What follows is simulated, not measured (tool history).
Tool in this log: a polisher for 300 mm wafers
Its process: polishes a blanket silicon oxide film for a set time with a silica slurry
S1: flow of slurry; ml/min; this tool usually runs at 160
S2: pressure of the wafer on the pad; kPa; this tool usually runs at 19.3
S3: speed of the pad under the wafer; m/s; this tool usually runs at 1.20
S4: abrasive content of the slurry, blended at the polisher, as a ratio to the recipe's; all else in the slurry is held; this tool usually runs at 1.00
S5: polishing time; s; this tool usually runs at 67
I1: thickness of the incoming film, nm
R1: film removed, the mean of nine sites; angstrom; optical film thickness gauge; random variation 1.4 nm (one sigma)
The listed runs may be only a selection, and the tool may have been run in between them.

run   hour   S1    S2    S3    S4  S5      I1    R1
  1    0.0  160  19.3  1.20  1.00  67  1188.5  1288
  2   14.8  160  19.3  1.20  1.00  67  1198.1  1273
  3   25.5  160  19.3  1.20  1.00  67  1184.6  1253
  4   33.8  160  19.3  1.20  1.00  67  1209.1  1276
  5   46.9  160  19.3  1.20  1.00  67  1195.5  1240
  6   54.6  160  19.3  1.20  1.15  67  1212.4  1305
  7   70.9  160  16.5  1.20  1.00  67  1181.9  1035
  8   80.3  160  16.5  1.20  1.00  67  1188.8  1007
      88.4  -- worn pad replaced by a new one
      90.4  -- head pressure recalibrated
  9   92.4  160  19.3  1.20  0.90  67  1200.1  1087
 10  116.4  160  19.3  1.20  1.20  67  1192.5  1218
     124.6  -- slurry nozzle cleaned
 11  133.1  200  14.5  1.52  1.00  67  1223.3  1224
 12  149.8  160  19.3  1.20  1.00  67  1185.7  1279
 13  167.6  160  19.3  1.20  0.85  67  1195.3  1171
 14  174.8  160  17.2  1.20  0.85  74  1179.5  1154
     184.3  -- slurry blender recalibrated
     196.4  -- worn pad replaced by a new one
 15  214.3  160  19.3  1.20  1.00  75  1177.4  1346
     222.7  -- conditioning disc replaced and pad reconditioned
 16  231.5  190  17.2  1.20  1.00  77  1197.2  1473
 17  248.7  160  19.3  1.20  0.90  67  1180.2  1291
 18  260.8  160  19.3  1.20  1.00  67  1200.7  1329
 19  276.8  160  19.3  1.20  1.00  67  1202.7  1327
     284.8  -- worn pad replaced by a new one
 20  285.3  210  24.8  1.00  0.90  67  1205.0  1446
 21  296.1  160  21.4  1.20  1.00  79  1194.2  1692
 22  316.9  195  19.3  1.00  1.25  87  1223.2  1700
 23  331.9  160  15.9  1.20  0.90  55  1185.4   800
 24  344.2  190  19.3  1.02  1.00  67  1188.0  1140
 25  351.3  160  22.1  1.20  0.80  59  1190.3  1078
     367.2  -- slurry nozzle cleaned
 26  390.3  160  19.3  0.82  1.00  67  1220.9  1027
     396.7  -- worn pad replaced by a new one
 27  406.5  115  19.3  1.20  0.70  67  1203.2  1015

The tool's hidden state at each run:
removal rate lost through wear of the pad, %: 0 in every run
deviation of the head's pressure from its setpoint, %: 0 in every run
abrasive missing from the slurry, %: 0 in every run
H1: slurry flow missing at the pad, %
H2: time polished since the conditioner stopped cutting, s
run    H1    H2
  1  24.7  87.9
  2  27.5  94.9
  3  29.5   100
  4  31.1   104
  5  33.5   111
  6    35   115
  7  38.1   124
  8  39.8   129
  9  42.1   136
 10  46.6   150
 11  3.44   161
 12  6.58   171
 13  9.92   183
 14  11.3   188
 15  18.7   216
 16  21.9   5.5
 17  25.2  5.87
 18  27.4  6.36
 19  30.4  7.28
 20    32   7.9
 21  34.1  8.81
 22    38    11
 23  40.8  12.9
 24  43.1  14.7
 25  44.5  15.8
 26  9.53    23
 27  12.6  26.6
